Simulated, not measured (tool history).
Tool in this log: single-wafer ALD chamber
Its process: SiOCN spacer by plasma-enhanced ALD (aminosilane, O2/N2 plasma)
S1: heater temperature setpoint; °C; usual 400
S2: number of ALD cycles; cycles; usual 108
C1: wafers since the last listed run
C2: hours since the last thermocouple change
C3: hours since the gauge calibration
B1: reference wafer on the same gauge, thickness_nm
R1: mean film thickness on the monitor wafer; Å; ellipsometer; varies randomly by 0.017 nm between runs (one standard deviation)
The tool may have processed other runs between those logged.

run,day,S1,S2,C1,C2,C3,B1,R1
1,0.000,390,108,0,286.8,1191.2,7.650,67.65
2,3.525,390,108,215,371.4,1275.8,7.650,68.26
3,5.675,400,108,131,423.0,1327.4,7.647,67.60
4,9.583,400,108,238,516.8,1421.2,7.648,68.12
# day 16.875: gauge calibrated
5,21.112,400,108,703,793.5,101.7,7.650,68.04
6,22.738,400,108,99,832.5,140.7,7.647,68.09
7,28.308,400,108,339,966.2,274.4,7.648,67.78
8,29.904,400,108,97,1004.5,312.7,7.647,67.79
9,31.912,409,108,122,1052.7,360.9,7.649,65.56
10,34.012,400,98,128,1103.1,411.3,7.647,61.54
11,37.100,400,98,188,1177.2,485.4,7.651,61.29
12,39.550,400,108,149,1236.0,544.2,7.651,67.79
13,41.292,388,108,106,1277.8,586.0,7.650,67.87
14,43.192,388,108,115,1323.4,631.6,7.652,67.81
15,45.567,388,108,144,1380.4,688.6,7.650,68.03
16,56.079,411,117,641,1632.7,940.9,7.649,71.05
17,59.358,400,113,200,1711.4,1019.6,7.653,71.28
18,61.733,411,117,144,1768.4,1076.6,7.651,71.04
19,64.225,414,108,152,1828.2,1136.4,7.646,64.78
# day 66.754: thermocouple changed; heater temperature recalibrated
20,67.617,400,108,186,20.7,1217.8,7.654,68.01
21,70.946,411,128,203,100.6,1297.7,7.649,77.56
22,73.233,400,108,139,155.5,1352.6,7.648,67.80
23,76.058,405,108,172,223.3,1420.4,7.651,66.67
24,78.946,400,108,176,292.6,1489.7,7.647,67.71
25,82.092,394,126,191,368.1,1565.2,7.650,79.44
26,84.229,413,100,130,419.4,1616.5,7.649,59.97
27,87.529,400,108,201,498.6,1695.7,7.648,67.76
# day 90.212: gauge calibrated
28,91.696,408,87,254,598.6,35.6,7.645,53.45
29,94.846,411,87,192,674.2,111.2,7.650,52.78
30,97.583,412,120,167,739.9,176.9,7.647,72.31
31,100.983,409,123,207,821.5,258.5,7.649,75.02
32,103.262,394,113,139,876.2,313.2,7.650,71.21
33,106.592,400,108,203,956.1,393.1,7.648,67.80
34,110.438,400,128,234,1048.4,485.4,7.650,80.70
35,114.588,409,90,253,1148.0,585.0,7.655,54.82

3 ways to go on from here, each from the tool as it stands after run 35. What would each give?
A,114.612,400,108,1,1148.6,585.6,?,?
B,114.612,393,125,1,1148.6,585.6,?,?
C,114.612,400,115,1,1148.6,585.6,?,?

run,B1,R1
A,7.651,68.17
B,7.651,78.90
C,7.651,72.59
Without the tool's unlogged condition, the same runs would have read:
run,R1
A,68.17
B,78.90
C,72.59
